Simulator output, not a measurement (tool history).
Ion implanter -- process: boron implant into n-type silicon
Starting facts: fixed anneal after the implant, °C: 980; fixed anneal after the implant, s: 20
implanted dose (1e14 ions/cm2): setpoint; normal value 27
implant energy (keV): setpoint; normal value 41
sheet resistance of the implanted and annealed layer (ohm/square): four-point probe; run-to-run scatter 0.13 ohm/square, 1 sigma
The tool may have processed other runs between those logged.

run	day	implanted dose (1e14 ions/cm2)	implant energy (keV)	wafers since the last listed run	hours since the last dose calibration	hours since the extraction supply was calibrated	hours since the gauge calibration	read-back reference wafer on the same gauge, sheet resistance	sheet resistance of the implanted and annealed layer (ohm/square)
1	0	27	41	0	128.3	671.6	1110.4	64.24	59.51
2	3.971	27	41	2046	223.6	766.9	1205.7	64.2	59.5
3	8.417	29.02	41	2290	330.3	873.6	1312.4	64.2	57.74
4	10.521	27	41	1084	380.8	924.1	1362.9	64.25	59.73
5	13.838	27	41	1709	460.4	1003.7	1442.5	64.26	60.19
6	15.612	27	41	914	503	1046.3	1485.1	64.16	59.98
7	17.988	21.89	35	1223	560	1103.3	1542.1	64.19	69.47
# day 20.221: Faraday cup replaced and dose calibrated
8	21.779	21.89	35	1782	37.4	1194.3	1633.1	64.16	67.62
9	23.812	21.89	35	1047	86.2	1243.1	1681.9	64.22	67.82
10	27.35	27	45	1822	171.1	1328	1766.8	64.21	58.69
11	31.388	27	45	2080	268	1424.9	1863.7	64.16	58.86
12	34.508	27	35.5	1608	342.9	1499.8	1938.6	64.17	61.02
13	37.554	27	35.5	1569	416	1572.9	2011.7	64.21	60.98
14	40.942	25.23	45.5	1745	497.3	1654.2	2093	64.24	61.59
15	43.125	25.23	45.5	1125	549.7	1706.6	2145.4	64.2	61.58
# day 45.679: gauge calibrated
# day 46.754: Faraday cup replaced and dose calibrated
16	46.775	27	41	1709	0.5	1794.2	26.3	64.18	58.67
17	59.371	34.13	37.5	6490	302.8	2096.5	328.6	64.15	53.76
18	61.467	27	41	1079	353.1	2146.8	378.9	64.21	59.97
19	64.254	27	41	1436	420	2213.7	445.8	64.22	60.36
# day 64.633: extraction supply calibrated
20	68.558	35	47	2046	523.3	94.2	549.1	64.17	50.93
21	72.825	30.01	55	2198	625.7	196.6	651.5	64.21	54.5
# day 75.717: Faraday cup replaced and dose calibrated
22	76.775	34.57	28.5	1863	25.4	291.4	746.3	64.22	57.35
23	80.15	33.2	41	1739	106.4	372.4	827.3	64.23	52.98
24	81.95	22.03	41	927	149.6	415.6	870.5	64.16	66.99
25	83.879	27	41	994	195.9	461.9	916.8	64.16	59.7
26	86.662	27	51.5	1434	262.7	528.7	983.6	64.22	58.12
27	88.367	27	41	878	303.6	569.6	1024.5	64.22	59.84
28	90.979	27	41	1346	366.3	632.3	1087.2	64.22	59.85
29	93.021	27	33.5	1052	415.3	681.3	1136.2	64.25	62.1
30	97.604	21.45	52	2361	525.3	791.3	1246.2	64.22	68.04
# day 99.333: Faraday cup replaced and dose calibrated
31	101.388	31.88	41	1777	49.3	882.1	1337	64.2	53.84
32	108.321	19.34	49	3572	215.7	1048.5	1503.4	64.24	73.11
33	110.412	27	41	1077	265.9	1098.7	1553.6	64.18	59.93
34	114.825	31.24	41	2273	371.8	1204.6	1659.5	64.28	55.5
35	117.6	27	47.5	1429	438.4	1271.2	1726.1	64.24	59.02
36	121.346	22.03	28.5	1930	528.3	1361.1	1816	64.19	71.62

For some of the steps in sheet resistance of the implanted and annealed layer (ohm/square) from one run to the next: how much would appear even if the tool had no hidden state, given the settings, what came in and random variation, and how much remains for the hidden state plus any gauge scatter that the measured result and the result without hidden state don't share?
The hidden state here: deviation of the true dose from the Faraday cup's reading, %; deviation of the true energy from its setpoint, %; gauge reads high (%).
Run 7 -> 8: Faraday cup replaced and dose calibrated. sheet resistance of the implanted and annealed layer (ohm/square) -1.85: hidden state -1.71, all else -0.14.
Run 21 -> 22: implanted dose (1e14 ions/cm2) 30.01 -> 34.57, implant energy (keV) 55 -> 28.5, Faraday cup replaced and dose calibrated. sheet resistance of the implanted and annealed layer (ohm/square) +2.85: hidden state -1.5, all else +4.35.
Run 23 -> 24: implanted dose (1e14 ions/cm2) 33.2 -> 22.03. sheet resistance of the implanted and annealed layer (ohm/square) +14.01: hidden state +0.53, all else +13.48.
Run 30 -> 31: implanted dose (1e14 ions/cm2) 21.45 -> 31.88, implant energy (keV) 52 -> 41, Faraday cup replaced and dose calibrated. sheet resistance of the implanted and annealed layer (ohm/square) -14.2: hidden state -1.61, all else -12.59.
Run 31 -> 32: implanted dose (1e14 ions/cm2) 31.88 -> 19.34, implant energy (keV) 41 -> 49. sheet resistance of the implanted and annealed layer (ohm/square) +19.27: hidden state +1.44, all else +17.83.

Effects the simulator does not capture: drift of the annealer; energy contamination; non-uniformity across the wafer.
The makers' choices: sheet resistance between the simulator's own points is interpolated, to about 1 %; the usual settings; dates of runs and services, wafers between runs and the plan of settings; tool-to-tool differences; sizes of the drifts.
